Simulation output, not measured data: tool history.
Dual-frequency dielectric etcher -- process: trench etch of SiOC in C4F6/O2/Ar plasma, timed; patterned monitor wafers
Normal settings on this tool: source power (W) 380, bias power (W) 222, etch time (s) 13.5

run,hour,source power (W),bias power (W),etch time (s),"read-back reference wafer on the same gauge, depth_nm",mean etch depth across the wafer (nm)
1,0,380,222,13.5,26.4,32.48
2,19.8,380,222,13.5,26.38,32.33
3,31.9,380,222,13.5,26.43,32.15
# hour 59.8: wet clean of the chamber
4,60.3,380,222,13.5,26.41,32.47
5,72,380,222,13.5,26.37,32.73
6,98.4,380,237,14.5,26.36,35.15
7,116.4,380,237,14.5,26.39,35.76
8,131.1,380,237,14.5,26.41,35.4
9,144.5,380,222,13.5,26.42,32.56
# hour 165.5: source power generator calibrated
10,169.7,380,222,13.5,26.37,32.31
11,200.5,380,222,13.5,26.41,32.96
# hour 230.7: upper electrode replaced
12,234.2,380,222,13.5,26.42,32.04
13,252.1,340,222,13.5,26.37,30.55
14,268,290,183,10,26.37,19.62
# hour 272.7: gauge calibrated
# hour 282.9: bias power generator calibrated
15,329.5,380,222,16.5,26.38,39.53
16,353.2,420,222,12,26.46,30.55
17,377.4,430,277,15,26.44,41.29
18,394.8,280,196,16.5,26.4,32.62
# hour 431.6: wet clean of the chamber
19,432.1,470,180,10,26.37,24.41
20,440.9,340,222,14.5,26.4,33.36
21,464.7,380,257,11.5,26.43,29.02
22,485,450,174,13.5,26.43,32.48
23,511.7,380,222,13.5,26.42,32.27
24,546.4,380,222,13.5,26.37,32.12
25,578.9,300,222,13.5,26.41,29.03
26,614.9,380,192,16.5,26.41,37.82
27,643.2,340,166,10,26.37,20.73
28,675.6,380,222,13.5,26.41,32.56
29,705,450,174,13.5,26.44,32.34
30,727.5,380,222,13.5,26.43,32.13
31,753.5,380,222,13.5,26.39,32.6

Here are 3 independent what-if runs from the current tool condition. What would each one return?
A,753.9,380,222,13.5,?,?
B,753.9,480,222,10.5,?,?
C,753.9,380,258,11,?,?

run,"read-back reference wafer on the same gauge, depth_nm",mean etch depth across the wafer (nm)
A,26.38,32.47
B,26.38,28.18
C,26.38,27.83
With the hidden condition removed and each run's random variation left untouched, the same runs would have given:
run,mean etch depth across the wafer (nm)
A,32.47
B,28.18
C,27.83
